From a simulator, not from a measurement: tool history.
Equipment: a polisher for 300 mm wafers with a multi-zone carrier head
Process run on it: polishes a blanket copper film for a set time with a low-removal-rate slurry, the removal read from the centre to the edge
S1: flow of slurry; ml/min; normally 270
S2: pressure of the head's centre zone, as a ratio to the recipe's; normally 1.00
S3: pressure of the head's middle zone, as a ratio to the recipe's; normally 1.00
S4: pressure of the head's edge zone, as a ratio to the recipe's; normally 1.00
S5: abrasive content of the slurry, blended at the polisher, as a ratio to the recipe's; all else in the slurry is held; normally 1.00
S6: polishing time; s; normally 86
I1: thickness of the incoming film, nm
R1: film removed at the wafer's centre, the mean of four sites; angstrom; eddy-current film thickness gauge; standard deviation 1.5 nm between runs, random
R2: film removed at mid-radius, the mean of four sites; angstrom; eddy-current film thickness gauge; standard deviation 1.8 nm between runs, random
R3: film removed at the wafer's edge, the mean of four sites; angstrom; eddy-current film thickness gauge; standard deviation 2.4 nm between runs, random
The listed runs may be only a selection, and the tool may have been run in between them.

{"run": 1, "hour": 0.0, "S1": 270, "S2": 1.0, "S3": 1.07, "S4": 1.0, "S5": 1.0, "S6": 86, "I1": 1443.0, "R1": 1942, "R2": 2212, "R3": 2030}
{"run": 2, "hour": 24.3, "S1": 270, "S2": 1.0, "S3": 1.07, "S4": 1.0, "S5": 1.0, "S6": 86, "I1": 1444.4, "R1": 1902, "R2": 2197, "R3": 2035}
{"run": 3, "hour": 60.1, "S1": 270, "S2": 1.0, "S3": 1.0, "S4": 1.0, "S5": 1.0, "S6": 86, "I1": 1455.1, "R1": 2068, "R2": 2219, "R3": 2196}
{"run": 4, "hour": 136.1, "S1": 175, "S2": 1.0, "S3": 1.0, "S4": 1.06, "S5": 1.0, "S6": 86, "I1": 1420.3, "R1": 1871, "R2": 2078, "R3": 2106}
{"run": 5, "hour": 151.7, "S1": 270, "S2": 1.0, "S3": 1.0, "S4": 1.0, "S5": 1.0, "S6": 76, "I1": 1443.1, "R1": 1729, "R2": 1900, "R3": 1866}
{"run": 6, "hour": 180.3, "S1": 270, "S2": 1.0, "S3": 1.0, "S4": 1.0, "S5": 1.0, "S6": 61, "I1": 1430.2, "R1": 1369, "R2": 1481, "R3": 1486}
{"run": 7, "hour": 212.8, "S1": 270, "S2": 1.0, "S3": 1.07, "S4": 1.0, "S5": 1.0, "S6": 86, "I1": 1405.5, "R1": 1893, "R2": 2199, "R3": 2063}
{"run": 8, "hour": 234.5, "S1": 270, "S2": 1.0, "S3": 1.1, "S4": 1.0, "S5": 1.3, "S6": 86, "I1": 1458.0, "R1": 2144, "R2": 2351, "R3": 2142}
{"run": 9, "hour": 257.9, "S1": 210, "S2": 1.0, "S3": 1.09, "S4": 1.0, "S5": 1.0, "S6": 98, "I1": 1440.1, "R1": 2401, "R2": 2632, "R3": 2466}
{"run": 10, "hour": 289.2, "S1": 270, "S2": 1.0, "S3": 1.0, "S4": 1.0, "S5": 1.0, "S6": 86, "I1": 1453.7, "R1": 2110, "R2": 2171, "R3": 2203}
{"run": 11, "hour": 302.1, "S1": 270, "S2": 1.0, "S3": 1.0, "S4": 1.0, "S5": 1.0, "S6": 86, "I1": 1408.4, "R1": 2103, "R2": 2171, "R3": 2190}
{"run": 12, "hour": 314.8, "S1": 270, "S2": 1.0, "S3": 1.0, "S4": 1.0, "S5": 1.0, "S6": 86, "I1": 1436.8, "R1": 2079, "R2": 2159, "R3": 2164}
{"run": 13, "hour": 344.0, "S1": 270, "S2": 1.04, "S3": 1.0, "S4": 1.0, "S5": 1.0, "S6": 86, "I1": 1420.4, "R1": 2115, "R2": 2155, "R3": 2142}
{"run": 14, "hour": 367.4, "S1": 270, "S2": 1.0, "S3": 1.0, "S4": 1.0, "S5": 1.0, "S6": 86, "I1": 1429.8, "R1": 2009, "R2": 2112, "R3": 2104}
{"run": 15, "hour": 396.8, "S1": 270, "S2": 1.0, "S3": 1.0, "S4": 1.0, "S5": 1.0, "S6": 70, "I1": 1430.2, "R1": 1598, "R2": 1678, "R3": 1686}
{"run": 16, "hour": 424.2, "S1": 270, "S2": 1.0, "S3": 1.0, "S4": 1.0, "S5": 1.0, "S6": 86, "I1": 1440.0, "R1": 1944, "R2": 2071, "R3": 2073}
{"run": 17, "hour": 504.8, "S1": 270, "S2": 1.0, "S3": 1.0, "S4": 1.0, "S5": 1.0, "S6": 94, "I1": 1399.7, "R1": 2214, "R2": 2362, "R3": 2395}
{"run": 18, "hour": 530.2, "S1": 270, "S2": 1.0, "S3": 1.0, "S4": 1.08, "S5": 1.0, "S6": 86, "I1": 1425.6, "R1": 2002, "R2": 2170, "R3": 2186}
{"run": 19, "hour": 551.5, "S1": 180, "S2": 0.92, "S3": 1.0, "S4": 1.07, "S5": 1.0, "S6": 86, "I1": 1463.3, "R1": 1755, "R2": 2032, "R3": 2094}
{"run": 20, "hour": 568.5, "S1": 270, "S2": 1.0, "S3": 1.0, "S4": 1.0, "S5": 1.0, "S6": 86, "I1": 1435.6, "R1": 1952, "R2": 2145, "R3": 2123}
{"run": 21, "hour": 625.5, "S1": 270, "S2": 1.04, "S3": 1.05, "S4": 1.0, "S5": 1.0, "S6": 86, "I1": 1441.2, "R1": 2010, "R2": 2135, "R3": 2063}
{"run": 22, "hour": 661.1, "S1": 270, "S2": 1.0, "S3": 1.04, "S4": 1.03, "S5": 1.25, "S6": 56, "I1": 1419.2, "R1": 1263, "R2": 1437, "R3": 1377}

Not shown: 7 entries that the log had between the listed runs. Between which runs, and how does the tool's hidden state differ before and after?
From run 2 to run 3: worn pad replaced by a new one (hour 54.8)
  removal rate lost through wear of the pad, %: 8.62 -> 0.821; deviation of the centre zone's pressure from its setpoint, %: -6.77 -> -7.38
  difference, measured minus the result without the unlogged condition, R1: -332 -> -185 angstrom; R2: -207 -> -18 angstrom; R3: -193 -> -18 angstrom
From run 7 to run 8: centre zone pressure recalibrated (hour 216.3)
  removal rate lost through wear of the pad, %: 7.14 -> 8.04; deviation of the centre zone's pressure from its setpoint, %: -8.77 -> -0.362
  difference, measured minus the result without the unlogged condition, R1: -344 -> -196 angstrom; R2: -169 -> -205 angstrom; R3: -159 -> -187 angstrom
From run 8 to run 9: edge zone pressure recalibrated (hour 247.3); worn pad replaced by a new one (hour 253.0)
  removal rate lost through wear of the pad, %: 8.04 -> 0.91; deviation of the centre zone's pressure from its setpoint, %: -0.362 -> -1.59
  difference, measured minus the result without the unlogged condition, R1: -196 -> -61 angstrom; R2: -205 -> -24 angstrom; R3: -187 -> -22 angstrom
From run 15 to run 16: carrier head's membrane replaced by a new one (hour 423.7)
  removal rate lost through wear of the pad, %: 6.66 -> 7.8; deviation of the centre zone's pressure from its setpoint, %: -5.87 -> -6.32
  difference, measured minus the result without the unlogged condition, R1: -222 -> -308 angstrom; R2: -119 -> -174 angstrom; R3: -120 -> -175 angstrom
From run 16 to run 17: worn pad replaced by a new one (hour 468.2)
  removal rate lost through wear of the pad, %: 7.8 -> 2.42; deviation of the centre zone's pressure from its setpoint, %: -6.32 -> -7.24
  difference, measured minus the result without the unlogged condition, R1: -308 -> -233 angstrom; R2: -174 -> -58 angstrom; R3: -175 -> -59 angstrom
From run 21 to run 22: slurry nozzle cleaned (hour 641.4)
  removal rate lost through wear of the pad, %: 7.42 -> 8.89; deviation of the centre zone's pressure from its setpoint, %: -7.92 -> -8.04
  difference, measured minus the result without the unlogged condition, R1: -348 -> -246 angstrom; R2: -170 -> -140 angstrom; R3: -165 -> -134 angstrom
